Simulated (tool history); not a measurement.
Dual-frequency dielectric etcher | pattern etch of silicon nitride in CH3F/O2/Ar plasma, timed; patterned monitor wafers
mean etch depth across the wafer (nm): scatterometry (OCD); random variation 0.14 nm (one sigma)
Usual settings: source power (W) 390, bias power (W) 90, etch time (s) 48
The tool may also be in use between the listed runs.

| run | day | source power (W) | bias power (W) | etch time (s) | wafers since the last listed run | hours since the last wet clean | hours since the last source power generator calibration | hours since the last bias power generator calibration | hours since the last upper electrode change | hours since the gauge calibration | read-back reference wafer on the same gauge, depth_nm | mean etch depth across the wafer (nm) |
|---|---|---|---|---|---|---|---|---|---|---|---|---|
| 1 | 0 | 390 | 90 | 48 | 0 | 270.7 | 3221.5 | 2046.6 | 4535.8 | 830.5 | 33.98 | 35.85 |
| 2 | 4.071 | 390 | 90 | 48 | 1594 | 368.4 | 3319.2 | 2144.3 | 4633.5 | 928.2 | 34 | 35.74 |
|  | 5.362 | wet clean of the chamber |
| 3 | 6.779 | 390 | 90 | 48 | 669 | 34 | 3384.2 | 2209.3 | 4698.5 | 993.2 | 34.01 | 35.66 |
| 4 | 9.004 | 390 | 90 | 48 | 871 | 87.4 | 3437.6 | 2262.7 | 4751.9 | 1046.6 | 33.97 | 35.75 |
|  | 11.067 | gauge calibrated |
| 5 | 12.667 | 390 | 90 | 48 | 1434 | 175.3 | 3525.5 | 2350.6 | 4839.8 | 38.4 | 34.02 | 35.57 |
| 6 | 15.688 | 390 | 90 | 48 | 1183 | 247.8 | 3598 | 2423.1 | 4912.3 | 110.9 | 34 | 35.83 |
|  | 18.971 | wet clean of the chamber |
| 7 | 18.992 | 390 | 90 | 48 | 902 | 0.5 | 3677.3 | 2502.4 | 4991.6 | 190.2 | 33.94 | 35.83 |
| 8 | 21.362 | 390 | 90 | 48 | 928 | 57.4 | 3734.2 | 2559.3 | 5048.5 | 247.1 | 34.04 | 35.68 |
| 9 | 23.312 | 390 | 90 | 48 | 763 | 104.2 | 3781 | 2606.1 | 5095.3 | 293.9 | 34.01 | 35.71 |
| 10 | 25.554 | 390 | 90 | 48 | 878 | 158 | 3834.8 | 2659.9 | 5149.1 | 347.7 | 33.99 | 35.75 |
| 11 | 28.983 | 390 | 84 | 48 | 1343 | 240.3 | 3917.1 | 2742.2 | 5231.4 | 430 | 33.99 | 34.85 |
|  | 31.967 | upper electrode replaced |
|  | 32.258 | bias power generator calibrated |
| 12 | 33.992 | 390 | 84 | 48 | 1504 | 360.5 | 4037.3 | 41.6 | 48.6 | 550.2 | 33.97 | 34.04 |
|  | 35.788 | wet clean of the chamber |
| 13 | 38.304 | 390 | 90 | 48 | 1297 | 60.4 | 4140.8 | 145.1 | 152.1 | 653.7 | 33.98 | 34.74 |
| 14 | 39.842 | 440 | 102 | 36 | 602 | 97.3 | 4177.7 | 182 | 189 | 690.6 | 34 | 29.22 |
| 15 | 41.879 | 350 | 90 | 48 | 798 | 146.2 | 4226.6 | 230.9 | 237.9 | 739.5 | 34.02 | 33.48 |
| 16 | 43.733 | 460 | 80 | 62 | 726 | 190.7 | 4271.1 | 275.4 | 282.4 | 784 | 34.03 | 46.64 |
| 17 | 47.067 | 440 | 102 | 36 | 1305 | 270.7 | 4351.1 | 355.4 | 362.4 | 864 | 33.99 | 29.29 |
| 18 | 51.062 | 320 | 100 | 37 | 1565 | 366.6 | 4447 | 451.3 | 458.3 | 959.9 | 34.06 | 25.84 |
|  | 53.058 | wet clean of the chamber |
| 19 | 54.404 | 390 | 102 | 59 | 917 | 32.3 | 4527.2 | 531.5 | 538.5 | 1040.1 | 34 | 45.39 |
| 20 | 56.425 | 480 | 90 | 48 | 791 | 80.8 | 4575.7 | 580 | 587 | 1088.6 | 34 | 38.65 |
|  | 56.725 | source power generator calibrated |
|  | 57.088 | gauge calibrated |
| 21 | 57.95 | 390 | 96 | 48 | 532 | 117.4 | 29.4 | 616.6 | 623.6 | 20.7 | 33.97 | 35.95 |
| 22 | 61.438 | 390 | 90 | 48 | 1366 | 201.1 | 113.1 | 700.3 | 707.3 | 104.4 | 33.95 | 35.47 |
| 23 | 65.75 | 390 | 90 | 48 | 1689 | 304.6 | 216.6 | 803.8 | 810.8 | 207.9 | 34.01 | 35.26 |
|  | 68.95 | wet clean of the chamber |
| 24 | 69.504 | 430 | 83 | 40 | 1078 | 13.3 | 306.7 | 893.9 | 900.9 | 298 | 34.03 | 29.9 |
| 25 | 73.333 | 480 | 110 | 53.5 | 1500 | 105.2 | 398.6 | 985.8 | 992.8 | 389.9 | 34.03 | 46.79 |

Hidden state or all else? Some run-to-run changes of mean etch depth across the wafer (nm), split into what the settings, what came in and random variation would give without the hidden state, and what is left for the hidden state (with any gauge scatter that isn't in both results):
The hidden state here: etch rate over this chamber's usual, %; source power that arrives over what is set, %; bias power that arrives over what is set, %; gauge reads high (%).
Run 11 -> 12: upper electrode replaced, bias power generator calibrated. mean etch depth across the wafer (nm) -0.81: hidden state -0.8, all else -0.01.
Run 16 -> 17: source power (W) 460 -> 440, bias power (W) 80 -> 102, etch time (s) 62 -> 36. mean etch depth across the wafer (nm) -17.35: hidden state +0, all else -17.35.
Run 18 -> 19: source power (W) 320 -> 390, bias power (W) 100 -> 102, etch time (s) 37 -> 59, wet clean of the chamber. mean etch depth across the wafer (nm) +19.55: hidden state +0.07, all else +19.48.
Run 24 -> 25: source power (W) 430 -> 480, bias power (W) 83 -> 110, etch time (s) 40 -> 53.5. mean etch depth across the wafer (nm) +16.89: hidden state +0.14, all else +16.75.

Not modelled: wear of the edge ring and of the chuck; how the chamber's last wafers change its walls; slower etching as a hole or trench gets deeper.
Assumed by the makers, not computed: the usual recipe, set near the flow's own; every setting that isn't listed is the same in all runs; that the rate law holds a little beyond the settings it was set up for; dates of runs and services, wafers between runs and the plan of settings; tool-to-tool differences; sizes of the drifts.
